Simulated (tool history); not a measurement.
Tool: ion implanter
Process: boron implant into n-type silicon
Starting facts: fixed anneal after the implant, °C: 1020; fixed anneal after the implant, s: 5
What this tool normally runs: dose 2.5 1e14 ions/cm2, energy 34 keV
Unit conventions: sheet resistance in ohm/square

run,hour,dose,energy,wafers since the last listed run,hours since the last dose calibration,hours since the extraction supply was calibrated,hours since the gauge calibration,"read-back reference wafer on the same gauge, sheet resistance",sheet resistance
1,0,2.24,34,0,1972,5348,322.3,306.09,352.61
2,15.4,2.24,34,229,1987.4,5363.4,337.7,306.08,353.59
3,29.3,2.24,34,207,2001.3,5377.3,351.6,306.09,352.36
4,41.4,2.5,34,180,2013.4,5389.4,363.7,306.13,324.03
5,59.3,2.5,34,267,2031.3,5407.3,381.6,305.95,323.14
6,90.7,2.5,34,468,2062.7,5438.7,413,306,324.85
7,117.3,2.5,34,397,2089.3,5465.3,439.6,305.7,323.6
8,149.6,2.5,25,482,2121.6,5497.6,471.9,305.96,334.91
9,176.8,2.5,25,405,2148.8,5524.8,499.1,305.6,334.12
10,209.9,2.5,25,494,2181.9,5557.9,532.2,306.1,335.57
11,236.1,2.5,34,391,2208.1,5584.1,558.4,305.93,324.16
12,271.3,2.5,34,525,2243.3,5619.3,593.6,306.23,324
# hour 283.6: Faraday cup replaced and dose calibrated
13,288.8,2.5,42,141,5.2,5636.8,611.1,306.03,327.5
14,309.4,2.5,34,307,25.8,5657.4,631.7,305.86,334.84
15,332.3,2.04,34,341,48.7,5680.3,654.6,306.07,390.46
16,367.1,2.5,34,519,83.5,5715.1,689.4,305.82,333.37
# hour 382.3: gauge calibrated
17,399.9,2.02,39,489,116.3,5747.9,17.6,306.12,382.97
18,425.6,2.29,44,383,142,5773.6,43.3,306.03,345.48
# hour 438.6: extraction supply calibrated
19,442,3.01,38.5,125,158.4,3.4,59.7,305.99,284.2
20,465,2.31,30.5,343,181.4,26.4,82.7,306.28,358.74
21,497,2.69,40,477,213.4,58.4,114.7,306.17,308.6
22,524.1,2.5,43,404,240.5,85.5,141.8,305.6,321.77
23,543.7,2.86,24,292,260.1,105.1,161.4,305.86,309.74
24,574,3.08,37.5,452,290.4,135.4,191.7,306.13,278.25
25,603.8,2.27,24.5,444,320.2,165.2,221.5,306.11,368.85
26,637.3,2.5,24.5,500,353.7,198.7,255,305.98,341.58
27,658.5,2.84,41,316,374.9,219.9,276.2,305.89,293.48

Each row is a separate what-if for the run after 27, all from the same tool condition, not one after another. Results?
A,658.9,2.5,34,5,375.3,220.3,276.6,?,?
B,658.9,3.09,39,5,375.3,220.3,276.6,?,?
C,658.9,3.22,43.5,5,375.3,220.3,276.6,?,?
D,658.9,2.28,34,5,375.3,220.3,276.6,?,?

run,"read-back reference wafer on the same gauge, sheet resistance",sheet resistance
A,306.36,328.91
B,306.36,274.71
C,306.36,262.77
D,306.36,353.09
With the hidden condition removed and each run's random variation left untouched, the same runs would have given:
run,sheet resistance
A,336.13
B,280.84
C,268.63
D,360.79
